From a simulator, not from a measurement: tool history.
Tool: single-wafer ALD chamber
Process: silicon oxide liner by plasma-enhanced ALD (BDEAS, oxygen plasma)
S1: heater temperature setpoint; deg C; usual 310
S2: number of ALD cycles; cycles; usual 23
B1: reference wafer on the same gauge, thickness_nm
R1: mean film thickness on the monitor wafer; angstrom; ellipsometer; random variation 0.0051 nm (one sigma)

run,hour,S1,S2,B1,R1
1,0.0,316,26,2.408,22.47
2,20.8,316,25,2.413,21.81
3,47.8,316,25,2.411,21.81
4,62.7,310,26,2.408,22.84
5,82.0,310,26,2.409,22.80
6,104.7,310,26,2.410,22.78
7,209.6,310,23,2.410,20.15
8,221.7,310,23,2.409,20.17
9,248.4,310,23,2.408,20.18
10,275.9,310,23,2.412,20.19
11,299.9,300,23,2.411,20.56
12,335.0,300,23,2.410,20.56
13,360.5,300,23,2.409,20.59
14,381.8,298,23,2.409,20.84
15,414.2,310,23,2.410,20.26
16,448.2,310,20,2.408,17.54
17,483.5,297,27,2.410,24.51
18,509.4,310,21,2.411,18.45
19,536.7,310,23,2.410,20.23
20,552.4,310,23,2.410,20.21
21,585.8,296,23,2.410,20.94
22,599.5,321,23,2.411,19.88
23,623.0,310,27,2.408,23.61
24,644.0,322,19,2.411,16.33
25,660.2,320,28,2.411,24.16
26,674.2,304,20,2.412,17.79
27,704.3,315,23,2.409,20.07
28,731.0,310,23,2.412,20.25
29,758.0,300,23,2.409,20.69
30,794.0,310,23,2.409,20.19

Not shown: 2 entries that the log had between the listed runs. Between which runs, and how does the tool's hidden state differ before and after?
Between runs 8 and 9: gauge calibrated (hour 246.3)
  no hidden state differs between the two runs
Between runs 19 and 20: thermocouple changed; heater temperature recalibrated (hour 551.8)
  no hidden state differs between the two runs
